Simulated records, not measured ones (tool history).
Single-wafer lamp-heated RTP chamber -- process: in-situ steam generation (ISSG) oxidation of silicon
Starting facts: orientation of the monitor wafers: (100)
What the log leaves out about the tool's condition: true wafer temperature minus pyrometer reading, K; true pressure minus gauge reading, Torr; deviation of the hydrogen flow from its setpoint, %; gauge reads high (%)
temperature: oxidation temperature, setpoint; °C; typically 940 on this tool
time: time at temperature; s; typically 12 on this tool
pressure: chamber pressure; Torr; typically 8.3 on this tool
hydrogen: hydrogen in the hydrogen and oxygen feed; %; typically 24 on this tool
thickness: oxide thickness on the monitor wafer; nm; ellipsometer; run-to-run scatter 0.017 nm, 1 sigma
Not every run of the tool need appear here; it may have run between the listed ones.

run	hour	temperature	time	pressure	hydrogen	wafers since the last listed run	wafers since the last pyrometer calibration	hours since the pressure gauge was zeroed	hours since the hydrogen flow controller was replaced	hours since the gauge calibration	read-back reference wafer on the same gauge, thickness	thickness
1	0.0	940	12	8.3	24	0	253	1947.2	3967.2	330.1	3.912	4.077
2	35.8	940	12	8.3	24	348	601	1983.0	4003.0	365.9	3.910	4.094
3	83.3	940	12	8.3	24	462	1064	2030.5	4050.5	413.4	3.910	4.142
4	115.1	940	12	8.3	24	309	1373	2062.3	4082.3	445.2	3.907	4.124
# hour 150.1: pyrometer window cleaned and pyrometer calibrated
5	250.0	951	12	8.3	24	1235	972	2197.2	4217.2	580.1	3.909	4.261
# hour 296.6: hydrogen flow controller replaced
# hour 311.6: pyrometer window cleaned and pyrometer calibrated
# hour 316.3: pressure gauge zeroed
6	316.8	951	12	8.3	24	448	4	0.5	20.2	646.9	3.909	4.202
7	373.9	940	12	8.3	24	555	560	57.6	77.3	704.0	3.911	4.112
8	414.4	940	12	8.3	24	394	954	98.1	117.8	744.5	3.909	4.128
# hour 472.6: pyrometer window cleaned and pyrometer calibrated
9	473.1	940	12	8.3	24	493	5	156.8	176.5	803.2	3.909	4.045
10	502.3	952	14	8.3	24	284	289	186.0	205.7	832.4	3.909	4.442
# hour 579.6: gauge calibrated
# hour 655.9: pyrometer window cleaned and pyrometer calibrated
11	662.7	948	8	8.3	24	1483	65	346.4	366.1	83.1	3.909	3.590
12	708.5	932	12	8.3	24	445	511	392.2	411.9	128.9	3.909	4.031
13	762.3	930	14	7.1	24	523	1035	446.0	465.7	182.7	3.910	4.308
14	822.9	940	10	9.6	32	589	1625	506.6	526.3	243.3	3.911	4.142
# hour 856.1: pyrometer window cleaned and pyrometer calibrated
15	874.5	940	12	8.3	30	424	179	558.2	577.9	294.9	3.913	4.324
16	899.6	940	12	8.3	24	244	423	583.3	603.0	320.0	3.912	4.131

Measured result minus the same run's result without the hidden state. Both carry the same run-to-run variation, though not necessarily the same gauge scatter:
run	thickness
1	+0.040
2	+0.069
3	+0.090
4	+0.096
5	+0.100
6	+0.009
7	+0.065
8	+0.083
9	+0.010
10	+0.061
11	+0.013
12	+0.061
13	+0.096
14	+0.094
15	+0.038
16	+0.062
